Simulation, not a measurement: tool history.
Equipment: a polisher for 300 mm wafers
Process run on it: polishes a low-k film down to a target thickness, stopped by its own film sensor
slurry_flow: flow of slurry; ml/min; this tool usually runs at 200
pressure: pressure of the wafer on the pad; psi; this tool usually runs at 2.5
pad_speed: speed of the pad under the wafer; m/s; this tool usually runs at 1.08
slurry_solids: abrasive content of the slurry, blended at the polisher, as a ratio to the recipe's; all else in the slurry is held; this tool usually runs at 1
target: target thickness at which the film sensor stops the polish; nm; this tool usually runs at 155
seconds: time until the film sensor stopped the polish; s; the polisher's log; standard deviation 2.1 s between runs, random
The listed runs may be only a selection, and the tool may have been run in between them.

run     day  slurry_flow  pressure  pad_speed  slurry_solids  target  incoming thickness of the incoming film, nm  seconds
  1       0          200       2.5       1.08              1     155                                        238.7    151.1
  2   1.142          200       2.5       1.08              1     155                                        241.4    160.9
  3     2.3          200       2.5       1.08              1     155                                        238.4      158
  4   3.171          200       2.5       1.08            0.8     155                                        242.8    188.8
  5   3.988          200       2.5       1.08            0.8     155                                        241.9    189.4
  6   4.546          200       2.5       1.08            0.8     155                                        240.1    191.8
  7   5.212          200       2.5       1.08              1     176                                        236.7    108.9
  8   6.404          200       2.5       1.08              1     155                                        239.3    156.8
  9   7.646          200       2.5       1.08              1     155                                        236.6    155.7
 10   8.808          200       2.5       1.08              1     167                                        243.3    151.2
 11  10.054          200       2.5       1.08              1     167                                        241.1    151.8
 12  11.142          200       2.5       1.08              1     155                                        242.1    157.1
 13  11.783          200       3.2       1.08              1     155                                        241.2    122.3
 14  12.533          200       2.5       1.08              1     155                                        237.3    152.7
 15  14.342          160       2.5       1.32            0.7     172                                        240.8      116
 16  15.246          270       2.5       1.08              1     155                                        238.9    135.2
 17  15.783          200       2.5        0.8            1.2     155                                        238.6    165.6
 18  16.608          220       2.5       1.08            1.1     155                                        237.9      142
 19  17.979          200       3.2       1.08           1.25     155                                        239.1    113.3
 20  18.829          170         3       1.08            0.7     155                                        238.7    151.7
 21  20.029          200       2.1       1.38           0.85     180                                        241.4    108.3
 22  20.646          200       2.5       1.08              1     155                                        240.1    152.1
 23  21.612          200       2.5       1.08              1     174                                        238.6    118.9
 24  22.217          200       2.5       1.08              1     155                                          239    154.9
 25  23.446          200       2.5       1.08              1     144                                        241.7      195
 26  24.904          200       2.5       1.08           0.75     146                                        240.3    182.4

Withheld: 11 entries from between the runs. Position of each, and hidden state at the listed run before versus the listed run after:
Logged between run 6 and run 7: worn pad replaced by a new one (day 5.129)
  removal rate lost through wear of the pad, %: 16.4 -> 0.703; abrasive missing from the slurry, %: 31.7 -> 32.4
  measured result minus the result with no hidden state, seconds: +47.1 -> +10.9 s
Logged between run 9 and run 10: slurry nozzle cleaned (day 8.1); conditioning disc replaced and pad reconditioned (day 8.129)
  removal rate lost through wear of the pad, %: 7.56 -> 10.8; abrasive missing from the slurry, %: 34.3 -> 35
  measured result minus the result with no hidden state, seconds: +26.3 -> +30.3 s
Logged between run 11 and run 12: worn pad replaced by a new one (day 10.808)
  removal rate lost through wear of the pad, %: 14.3 -> 1.16; abrasive missing from the slurry, %: 35.5 -> 36
  measured result minus the result with no hidden state, seconds: +35.4 -> +18.3 s
Logged between run 14 and run 15: slurry blender recalibrated (day 14.088)
  removal rate lost through wear of the pad, %: 5.08 -> 10.2; abrasive missing from the slurry, %: 36.4 -> 3.33
  measured result minus the result with no hidden state, seconds: +23.4 -> +12.8 s
Logged between run 15 and run 16: worn pad replaced by a new one (day 15.071); head pressure recalibrated (day 15.071)
  removal rate lost through wear of the pad, %: 10.2 -> 1.21; abrasive missing from the slurry, %: 3.33 -> 8.2
  measured result minus the result with no hidden state, seconds: +12.8 -> +4.6 s
Logged between run 20 and run 21: slurry nozzle cleaned (day 18.988); worn pad replaced by a new one (day 19.996)
  removal rate lost through wear of the pad, %: 11.3 -> 0.789; abrasive missing from the slurry, %: 21.7 -> 24.8
  measured result minus the result with no hidden state, seconds: +26.1 -> +8.8 s
Logged between run 24 and run 25: conditioning disc replaced and pad reconditioned (day 22.729)
  removal rate lost through wear of the pad, %: 6.95 -> 10.4; abrasive missing from the slurry, %: 28.9 -> 30.7
  measured result minus the result with no hidden state, seconds: +22.8 -> +35.9 s
Logged between run 25 and run 26: worn pad replaced by a new one (day 24.883)
  removal rate lost through wear of the pad, %: 10.4 -> 0.395; abrasive missing from the slurry, %: 30.7 -> 32.4
  measured result minus the result with no hidden state, seconds: +35.9 -> +19.2 s
